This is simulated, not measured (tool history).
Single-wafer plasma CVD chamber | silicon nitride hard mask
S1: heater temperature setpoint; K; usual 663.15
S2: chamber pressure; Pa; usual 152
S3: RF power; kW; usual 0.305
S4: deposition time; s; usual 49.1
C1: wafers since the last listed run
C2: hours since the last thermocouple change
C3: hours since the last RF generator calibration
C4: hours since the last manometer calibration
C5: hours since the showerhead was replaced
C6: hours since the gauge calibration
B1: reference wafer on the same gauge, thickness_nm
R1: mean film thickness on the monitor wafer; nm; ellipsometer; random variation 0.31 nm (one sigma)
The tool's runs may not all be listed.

| run | hour | S1 | S2 | S3 | S4 | C1 | C2 | C3 | C4 | C5 | C6 | B1 | R1 |
|---|---|---|---|---|---|---|---|---|---|---|---|---|---|
| 1 | 0.0 | 663.15 | 152 | 0.305 | 49.1 | 0 | 1229.2 | 476.3 | 1756.3 | 3269.0 | 1226.2 | 52.378 | 57.948 |
| 2 | 64.4 | 663.15 | 152 | 0.305 | 49.1 | 1869 | 1293.6 | 540.7 | 1820.7 | 3333.4 | 1290.6 | 52.395 | 57.122 |
| 3 | 109.0 | 663.15 | 152 | 0.305 | 49.1 | 1294 | 1338.2 | 585.3 | 1865.3 | 3378.0 | 1335.2 | 52.352 | 57.647 |
| 4 | 187.9 | 663.15 | 152 | 0.305 | 49.1 | 2289 | 1417.1 | 664.2 | 1944.2 | 3456.9 | 1414.1 | 52.420 | 57.528 |
| 5 | 248.1 | 663.15 | 152 | 0.305 | 54.4 | 1747 | 1477.3 | 724.4 | 2004.4 | 3517.1 | 1474.3 | 52.358 | 62.852 |
|  | 311.1 | capacitance manometer re-zeroed and calibrated |
| 6 | 352.0 | 663.15 | 152 | 0.305 | 54.4 | 2783 | 1581.2 | 828.3 | 40.9 | 3621.0 | 1578.2 | 52.358 | 63.366 |
| 7 | 401.2 | 663.15 | 152 | 0.305 | 54.4 | 1427 | 1630.4 | 877.5 | 90.1 | 3670.2 | 1627.4 | 52.364 | 62.874 |
|  | 450.8 | RF generator calibrated |
| 8 | 452.2 | 663.15 | 152 | 0.305 | 49.1 | 1247 | 1681.4 | 1.4 | 141.1 | 3721.2 | 1678.4 | 52.437 | 59.071 |
| 9 | 625.1 | 663.15 | 152 | 0.305 | 49.1 | 5017 | 1854.3 | 174.3 | 314.0 | 3894.1 | 1851.3 | 52.507 | 58.334 |
|  | 675.1 | thermocouple changed; heater temperature recalibrated |
| 10 | 675.6 | 663.15 | 152 | 0.305 | 49.1 | 1233 | 0.5 | 224.8 | 364.5 | 3944.6 | 1901.8 | 52.377 | 58.384 |
| 11 | 756.7 | 663.15 | 152 | 0.260 | 49.1 | 2353 | 81.6 | 305.9 | 445.6 | 4025.7 | 1982.9 | 52.406 | 53.401 |
| 12 | 821.8 | 663.15 | 152 | 0.335 | 51.8 | 1889 | 146.7 | 371.0 | 510.7 | 4090.8 | 2048.0 | 52.374 | 64.143 |
| 13 | 873.7 | 674.15 | 168 | 0.355 | 56.1 | 1506 | 198.6 | 422.9 | 562.6 | 4142.7 | 2099.9 | 52.427 | 73.729 |
|  | 931.3 | showerhead replaced |
| 14 | 976.8 | 659.15 | 171 | 0.305 | 49.1 | 2760 | 301.7 | 526.0 | 665.7 | 45.5 | 2203.0 | 52.401 | 60.530 |
| 15 | 1030.0 | 652.15 | 191 | 0.285 | 53.6 | 1543 | 354.9 | 579.2 | 718.9 | 98.7 | 2256.2 | 52.397 | 66.615 |
|  | 1061.5 | gauge calibrated |
| 16 | 1088.9 | 663.15 | 152 | 0.305 | 49.1 | 1709 | 413.8 | 638.1 | 777.8 | 157.6 | 27.4 | 52.426 | 56.893 |
| 17 | 1130.1 | 663.15 | 152 | 0.360 | 55.2 | 1195 | 455.0 | 679.3 | 819.0 | 198.8 | 68.6 | 52.382 | 69.596 |
| 18 | 1182.4 | 663.15 | 152 | 0.255 | 54.1 | 1517 | 507.3 | 731.6 | 871.3 | 251.1 | 120.9 | 52.411 | 57.208 |
| 19 | 1262.7 | 675.15 | 152 | 0.305 | 49.1 | 2330 | 587.6 | 811.9 | 951.6 | 331.4 | 201.2 | 52.457 | 56.798 |
| 20 | 1433.6 | 649.15 | 171 | 0.305 | 55.2 | 4959 | 758.5 | 982.8 | 1122.5 | 502.3 | 372.1 | 52.407 | 66.362 |
|  | 1456.5 | RF generator calibrated |
| 21 | 1515.8 | 658.15 | 119 | 0.360 | 55.3 | 2153 | 840.7 | 59.3 | 1204.7 | 584.5 | 454.3 | 52.351 | 63.464 |
| 22 | 1554.0 | 671.15 | 152 | 0.305 | 56.7 | 1108 | 878.9 | 97.5 | 1242.9 | 622.7 | 492.5 | 52.398 | 67.585 |
| 23 | 1603.1 | 655.15 | 163 | 0.330 | 49.1 | 1424 | 928.0 | 146.6 | 1292.0 | 671.8 | 541.6 | 52.418 | 62.622 |
| 24 | 1691.9 | 663.15 | 152 | 0.305 | 49.1 | 2577 | 1016.8 | 235.4 | 1380.8 | 760.6 | 630.4 | 52.324 | 58.201 |
| 25 | 1750.8 | 663.15 | 152 | 0.305 | 49.1 | 1709 | 1075.7 | 294.3 | 1439.7 | 819.5 | 689.3 | 52.406 | 57.794 |
| 26 | 1799.0 | 658.15 | 168 | 0.265 | 42.3 | 1398 | 1123.9 | 342.5 | 1487.9 | 867.7 | 737.5 | 52.404 | 48.894 |
| 27 | 1861.4 | 663.15 | 136 | 0.305 | 49.1 | 1810 | 1186.3 | 404.9 | 1550.3 | 930.1 | 799.9 | 52.471 | 54.147 |
| 28 | 1939.0 | 669.15 | 152 | 0.340 | 49.1 | 2252 | 1263.9 | 482.5 | 1627.9 | 1007.7 | 877.5 | 52.278 | 60.968 |

Forecast each of these 4 alternatives for the next run:
| A | 1939.4 | 663.15 | 152 | 0.305 | 41.5 | 11 | 1264.3 | 482.9 | 1628.3 | 1008.1 | 877.9 | ? | ? |
| B | 1939.4 | 659.15 | 152 | 0.255 | 49.1 | 11 | 1264.3 | 482.9 | 1628.3 | 1008.1 | 877.9 | ? | ? |
| C | 1939.4 | 663.15 | 116 | 0.305 | 43.5 | 11 | 1264.3 | 482.9 | 1628.3 | 1008.1 | 877.9 | ? | ? |
| D | 1939.4 | 663.15 | 117 | 0.305 | 51.9 | 11 | 1264.3 | 482.9 | 1628.3 | 1008.1 | 877.9 | ? | ? |

| run | B1 | R1 |
|---|---|---|
| A | 52.366 | 48.309 |
| B | 52.366 | 52.318 |
| C | 52.366 | 43.558 |
| D | 52.366 | 52.329 |
Without the tool's hidden state the same runs would have given:
| run | R1 |
|---|---|
| A | 49.467 |
| B | 53.642 |
| C | 44.603 |
| D | 53.583 |

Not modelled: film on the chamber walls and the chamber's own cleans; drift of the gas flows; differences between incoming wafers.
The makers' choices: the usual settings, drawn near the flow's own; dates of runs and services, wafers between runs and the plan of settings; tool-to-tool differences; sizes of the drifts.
